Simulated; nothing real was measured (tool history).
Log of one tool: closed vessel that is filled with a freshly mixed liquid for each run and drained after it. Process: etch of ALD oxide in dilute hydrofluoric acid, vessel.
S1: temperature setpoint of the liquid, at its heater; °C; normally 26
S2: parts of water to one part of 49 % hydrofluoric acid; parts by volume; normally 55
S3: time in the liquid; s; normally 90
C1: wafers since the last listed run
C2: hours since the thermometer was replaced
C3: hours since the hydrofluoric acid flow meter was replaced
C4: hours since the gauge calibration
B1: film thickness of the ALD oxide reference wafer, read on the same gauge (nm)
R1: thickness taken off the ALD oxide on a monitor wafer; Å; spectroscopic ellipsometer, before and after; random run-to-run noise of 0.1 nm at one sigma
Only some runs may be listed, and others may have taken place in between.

run 1 hour=0 | S1=26 S2=55 S3=90 | C1=0 C2=1280.6 C3=1307.3 C4=476.6 | B1=150 | R1=229.1
run 2 hour=50.9 | S1=26 S2=55 S3=90 | C1=5164 C2=1331.5 C3=1358.2 C4=527.5 | B1=150 | R1=230
run 3 hour=87.2 | S1=26 S2=55 S3=90 | C1=3683 C2=1367.8 C3=1394.5 C4=563.8 | B1=150 | R1=230.6
run 4 hour=143.5 | S1=26 S2=55 S3=90 | C1=5712 C2=1424.1 C3=1450.8 C4=620.1 | B1=149.98 | R1=228.7
run 5 hour=197.9 | S1=26 S2=55 S3=90 | C1=5519 C2=1478.5 C3=1505.2 C4=674.5 | B1=149.99 | R1=229.5
run 6 hour=269.4 | S1=26 S2=55 S3=90 | C1=7254 C2=1550 C3=1576.7 C4=746 | B1=150.01 | R1=227.9
run 7 hour=304.7 | S1=23.5 S2=55 S3=90 | C1=3581 C2=1585.3 C3=1612 C4=781.3 | B1=150 | R1=206
run 8 hour=367.7 | S1=23.5 S2=55 S3=90 | C1=6392 C2=1648.3 C3=1675 C4=844.3 | B1=149.99 | R1=205.8
run 9 hour=422.4 | S1=26 S2=55 S3=90 | C1=5550 C2=1703 C3=1729.7 C4=899 | B1=150.01 | R1=227.1
run 10 hour=448 | S1=26 S2=55 S3=90 | C1=2597 C2=1728.6 C3=1755.3 C4=924.6 | B1=150 | R1=226.5
run 11 hour=489.9 | S1=26 S2=55 S3=90 | C1=4251 C2=1770.5 C3=1797.2 C4=966.5 | B1=149.98 | R1=226.1
run 12 hour=556.3 | S1=26 S2=70 S3=90 | C1=6737 C2=1836.9 C3=1863.6 C4=1032.9 | B1=150.01 | R1=174.7
run 13 hour=583.6 | S1=26 S2=70 S3=90 | C1=2770 C2=1864.2 C3=1890.9 C4=1060.2 | B1=149.98 | R1=173.5
run 14 hour=619.4 | S1=26 S2=55 S3=90 | C1=3632 C2=1900 C3=1926.7 C4=1096 | B1=149.98 | R1=224.5
run 15 hour=666.7 | S1=26 S2=55 S3=90 | C1=4799 C2=1947.3 C3=1974 C4=1143.3 | B1=150 | R1=224.1
run 16 hour=717 | S1=26 S2=55 S3=55 | C1=5103 C2=1997.6 C3=2024.3 C4=1193.6 | B1=150 | R1=137
run 17 hour=770.7 | S1=24.5 S2=65 S3=110 | C1=5448 C2=2051.3 C3=2078 C4=1247.3 | B1=150 | R1=215.2
-- hour=820.6 hydrofluoric acid flow meter replaced
run 18 hour=825.4 | S1=26 S2=55 S3=90 | C1=5448 C2=2106 C3=4.8 C4=1302 | B1=150.02 | R1=221.8
run 19 hour=872.8 | S1=27.5 S2=55 S3=120 | C1=4809 C2=2153.4 C3=52.2 C4=1349.4 | B1=150 | R1=315.4

Run 20 comes next. What will it give?
-- hour=877.8 gauge calibrated
run 20 hour=914.3 | S1=22 S2=65 S3=105 | C1=4210 C2=2194.9 C3=93.7 C4=36.5 | B1=? | R1=?

B1: 149.97
R1: 182.1 Å
Without the tool's hidden state the same run would have given R1 199.3 Å.
